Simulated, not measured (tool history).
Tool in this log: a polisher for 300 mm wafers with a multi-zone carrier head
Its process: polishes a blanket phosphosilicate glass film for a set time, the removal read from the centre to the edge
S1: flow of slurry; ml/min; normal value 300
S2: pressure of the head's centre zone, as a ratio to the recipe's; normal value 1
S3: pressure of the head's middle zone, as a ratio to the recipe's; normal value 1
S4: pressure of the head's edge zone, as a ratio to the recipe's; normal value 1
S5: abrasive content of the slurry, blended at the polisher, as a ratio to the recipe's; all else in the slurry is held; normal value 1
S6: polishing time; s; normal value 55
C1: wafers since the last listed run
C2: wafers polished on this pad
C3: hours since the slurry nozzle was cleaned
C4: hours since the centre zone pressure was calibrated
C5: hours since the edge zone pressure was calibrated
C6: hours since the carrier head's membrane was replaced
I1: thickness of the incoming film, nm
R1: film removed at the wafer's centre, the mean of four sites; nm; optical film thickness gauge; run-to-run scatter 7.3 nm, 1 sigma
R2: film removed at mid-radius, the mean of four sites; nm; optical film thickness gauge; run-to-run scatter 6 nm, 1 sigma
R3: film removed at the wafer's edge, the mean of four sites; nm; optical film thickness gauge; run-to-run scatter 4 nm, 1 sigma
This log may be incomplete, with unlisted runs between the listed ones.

Run 1, day 0: usual settings but S5 1.15; C1 0; C2 233; C3 453; C4 254.6; C5 645.4; C6 109.8; I1 4169.6. Result: R1 620 nm, R2 611.3 nm, R3 605.2 nm.
At day 2.854: edge zone pressure recalibrated.
Run 2, day 3.788: usual settings but S5 1.15; C1 756; C2 990; C3 543.9; C4 345.5; C5 22.4; C6 200.7; I1 4167.5. Result: R1 612.9 nm, R2 614.5 nm, R3 598.2 nm.
At day 4.279: slurry nozzle cleaned.
Run 3, day 5.358: usual settings but S3 1.04, S4 0.93; C1 312; C2 1302; C3 25.9; C4 383.2; C5 60.1; C6 238.4; I1 4209.3. Result: R1 590.8 nm, R2 602.8 nm, R3 556.2 nm.
At day 8.733: worn pad replaced by a new one.
Run 4, day 8.842: usual settings but S4 1.06, S5 0.85; C1 677; C2 22; C3 109.5; C4 466.8; C5 143.7; C6 322; I1 4183.4. Result: R1 550.9 nm, R2 560.6 nm, R3 556.8 nm.
Run 5, day 13.033: usual settings but S4 1.06, S5 0.85; C1 856; C2 878; C3 210.1; C4 567.4; C5 244.3; C6 422.6; I1 4263.2. Result: R1 532.4 nm, R2 548.6 nm, R3 562.6 nm.
At day 16.404: worn pad replaced by a new one.
Run 6, day 17.362: usual settings but S4 1.06, S5 0.85; C1 850; C2 196; C3 314; C4 671.3; C5 348.2; C6 526.5; I1 4205.7. Result: R1 538 nm, R2 543.8 nm, R3 557.2 nm.
At day 18.458: carrier head's membrane replaced by a new one.
Run 7, day 21.054: usual settings; C1 711; C2 907; C3 402.6; C4 759.9; C5 436.8; C6 62.3; I1 4163. Result: R1 568.8 nm, R2 567.8 nm, R3 569.3 nm.
At day 25.262: worn pad replaced by a new one.
Run 8, day 25.3: usual settings but S1 355 ml/min; C1 833; C2 8; C3 504.5; C4 861.8; C5 538.7; C6 164.2; I1 4195.3. Result: R1 549.7 nm, R2 583.3 nm, R3 580 nm.
At day 25.925: slurry nozzle cleaned.
Run 9, day 29.212: usual settings but S1 355 ml/min; C1 790; C2 798; C3 78.9; C4 955.7; C5 632.6; C6 258.1; I1 4178. Result: R1 548.9 nm, R2 581.6 nm, R3 575.8 nm.
At day 31.146: centre zone pressure recalibrated.
Run 10, day 32.629: usual settings but S3 1.04; C1 681; C2 1479; C3 160.9; C4 35.6; C5 714.6; C6 340.1; I1 4170.9. Result: R1 592.6 nm, R2 605.6 nm, R3 578.3 nm.
At day 32.767: edge zone pressure recalibrated.
At day 34.492: worn pad replaced by a new one.
Run 11, day 36.629: usual settings but S2 1.04, S6 37 s; C1 766; C2 436; C3 256.9; C4 131.6; C5 92.7; C6 436.1; I1 4099.4. Result: R1 414.1 nm, R2 395.5 nm, R3 386.9 nm.
Run 12, day 39.054: usual settings but S1 210 ml/min, S2 1.07, S3 0.91, S4 0.96; C1 495; C2 931; C3 315.1; C4 189.8; C5 150.9; C6 494.3; I1 4215. Result: R1 603.8 nm, R2 516.6 nm, R3 560.4 nm.
Run 13, day 41.258: usual settings but S1 210 ml/min, S5 1.2; C1 450; C2 1382; C3 368; C4 242.7; C5 203.8; C6 547.2; I1 4237.1. Result: R1 598.1 nm, R2 612.9 nm, R3 603.8 nm.
At day 43.992: worn pad replaced by a new one.
Run 14, day 45.108: usual settings but S3 0.97; C1 752; C2 228; C3 460.4; C4 335.1; C5 296.2; C6 639.6; I1 4205.3. Result: R1 576 nm, R2 567.9 nm, R3 581.5 nm.

For each run, the measured value with the value that run would have given without the tool's hidden condition subtracted. The run-to-run variation is shared by both, the gauge scatter possibly not:
Hidden state at play: removal rate lost through wear of the pad, %; slurry flow missing at the pad, %; deviation of the centre zone's pressure from its setpoint, %; deviation of the edge zone's pressure from its setpoint, %.
run     R1
  1   +2.3
  2   -0.8
  3   -2.3
  4   -5.8
  5  -10.9
  6  -17.6
  7  -25.8
  8  -34.2
  9    -44
 10   +2.8
 11   +1.3
 12   +0.9
 13   -0.4
 14   -3.2
R2: at most 0.2 nm away from the measurement, every run.
R3 difference: zero, run after run.
